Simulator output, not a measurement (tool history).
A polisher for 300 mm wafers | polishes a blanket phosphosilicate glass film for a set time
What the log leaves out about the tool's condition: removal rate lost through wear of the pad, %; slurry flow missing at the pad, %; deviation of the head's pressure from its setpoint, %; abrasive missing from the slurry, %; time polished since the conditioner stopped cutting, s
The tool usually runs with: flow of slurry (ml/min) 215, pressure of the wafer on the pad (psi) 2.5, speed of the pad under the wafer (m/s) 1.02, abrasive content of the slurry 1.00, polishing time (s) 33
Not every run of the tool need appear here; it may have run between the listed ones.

run   hour  flow of slurry (ml/min)  pressure of the wafer on the pad (psi)  speed of the pad under the wafer (m/s)  abrasive content of the slurry  polishing time (s)  wafers since the last listed run  wafers polished on this pad  hours since the slurry nozzle was cleaned  hours since the head pressure was calibrated  hours since the slurry blender was calibrated  hours since the conditioning disc was replaced  incoming thickness of the incoming film, nm  film removed (Å)
  1    0.0                      215                                     2.5                                    1.02                            1.00                  30                                 0                         1191                                      446.6                                         322.8                                           27.3                                           134.8                                       3484.8              1663
  2   10.1                      215                                     2.5                                    1.02                            1.05                  40                               117                         1309                                      456.7                                         332.9                                           37.4                                           144.9                                       3514.2              2267
  3   17.1                      215                                     2.5                                    1.02                            1.05                  40                                81                         1391                                      463.7                                         339.9                                           44.4                                           151.9                                       3490.5              2246
      32.6  -- worn pad replaced by a new one
  4   33.1                      215                                     2.5                                    1.02                            1.05                  40                               140                            6                                      479.7                                         355.9                                           60.4                                           167.9                                       3509.0              2250
  5   44.7                      215                                     2.5                                    1.02                            1.00                  25                               135                          141                                      491.3                                         367.5                                           72.0                                           179.5                                       3494.1              1381
  6   59.9                      215                                     2.5                                    1.02                            1.00                  25                               177                          319                                      506.5                                         382.7                                           87.2                                           194.7                                       3457.3              1381
  7   70.6                      215                                     2.5                                    1.02                            1.00                  33                               124                          443                                      517.2                                         393.4                                           97.9                                           205.4                                       3481.0              1810
  8   85.2                      215                                     2.5                                    1.02                            1.00                  33                               170                          614                                      531.8                                         408.0                                          112.5                                           220.0                                       3519.6              1802
      99.7  -- conditioning disc replaced and pad reconditioned
  9  102.0                      215                                     2.5                                    1.02                            1.00                  33                               172                          787                                      548.6                                         424.8                                          129.3                                             2.3                                       3430.0              1825
 10  111.2                      215                                     2.5                                    1.02                            1.00                  33                               107                          894                                      557.8                                         434.0                                          138.5                                            11.5                                       3515.6              1793
 11  125.8                      215                                     2.5                                    0.80                            1.00                  38                               170                         1064                                      572.4                                         448.6                                          153.1                                            26.1                                       3475.3              1772
 12  143.3                      215                                     2.5                                    1.02                            1.00                  33                               204                         1269                                      589.9                                         466.1                                          170.6                                            43.6                                       3508.3              1815
     163.4  -- worn pad replaced by a new one
 13  177.5                      215                                     2.5                                    1.02                            1.00                  29                               352                          164                                      624.1                                         500.3                                          204.8                                            77.8                                       3509.2              1556
 14  188.1                      250                                     2.5                                    1.02                            1.00                  27                               123                          288                                      634.7                                         510.9                                          215.4                                            88.4                                       3530.9              1484
 15  202.6                      215                                     2.5                                    1.02                            1.00                  33                               169                          457                                      649.2                                         525.4                                          229.9                                           102.9                                       3520.8              1782
 16  218.5                      215                                     2.5                                    1.02                            1.00                  29                               185                          643                                      665.1                                         541.3                                          245.8                                           118.8                                       3522.3              1561
     222.6  -- head pressure recalibrated
 17  224.7                      215                                     2.5                                    1.02                            1.00                  33                                49                          692                                      671.3                                           2.1                                          252.0                                           125.0                                       3483.5              1850
 18  233.0                      215                                     2.5                                    1.02                            1.00                  33                                96                          789                                      679.6                                          10.4                                          260.3                                           133.3                                       3500.5              1842
 19  241.9                      215                                     2.5                                    1.16                            1.00                  33                               103                          893                                      688.5                                          19.3                                          269.2                                           142.2                                       3464.6              2043
     259.3  -- slurry nozzle cleaned
 20  259.8                      215                                     2.5                                    1.02                            1.00                  33                               197                         1090                                        0.5                                          37.2                                          287.1                                           160.1                                       3497.8              1856
     284.8  -- worn pad replaced by a new one
 21  285.3                      215                                     2.5                                    1.02                            1.00                  45                               250                            6                                       26.0                                          62.7                                          312.6                                           185.6                                       3503.9              2526
 22  296.1                      215                                     3.2                                    1.02                            1.25                  33                               126                          132                                       36.8                                          73.5                                          323.4                                           196.4                                       3525.2              2560
     301.6  -- slurry blender recalibrated
 23  305.2                      215                                     1.6                                    1.24                            1.00                  33                                82                          215                                       45.9                                          82.6                                            3.6                                           205.5                                       3519.2              1376
 24  356.2                      190                                     2.5                                    1.30                            1.15                  33                               595                          810                                       96.9                                         133.6                                           54.6                                           256.5                                       3478.1              2291
     365.1  -- conditioning disc replaced and pad reconditioned
 25  369.9                      215                                     2.5                                    1.02                            1.10                  33                               136                          947                                      110.6                                         147.3                                           68.3                                             4.8                                       3519.8              1917
 26  409.6                      215                                     3.0                                    1.02                            1.00                  43                               463                         1410                                      150.3                                         187.0                                          108.0                                            44.5                                       3484.4              2913
     415.8  -- worn pad replaced by a new one
 27  418.0                      215                                     1.8                                    1.02                            1.00                  33                                51                           25                                      158.7                                         195.4                                          116.4                                            52.9                                       3491.0              1341

Hidden state or all else? Some run-to-run changes of film removed (Å), split into what the settings, what came in and random variation would give without the hidden state, and what is left for the hidden state (with any gauge scatter that isn't in both results):
Run 4 -> 5: abrasive content of the slurry 1.05 -> 1.00, polishing time (s) 40 -> 25. film removed (Å) -869: hidden state +14, all else -883.
Run 16 -> 17: polishing time (s) 29 -> 33, head pressure recalibrated. film removed (Å) +289: hidden state +68, all else +221.
Run 22 -> 23: pressure of the wafer on the pad (psi) 3.2 -> 1.6, speed of the pad under the wafer (m/s) 1.02 -> 1.24, abrasive content of the slurry 1.25 -> 1.00, slurry blender recalibrated. film removed (Å) -1184: hidden state -1, all else -1183.
Run 26 -> 27: pressure of the wafer on the pad (psi) 3.0 -> 1.8, polishing time (s) 43 -> 33, worn pad replaced by a new one. film removed (Å) -1572: hidden state +5, all else -1577.
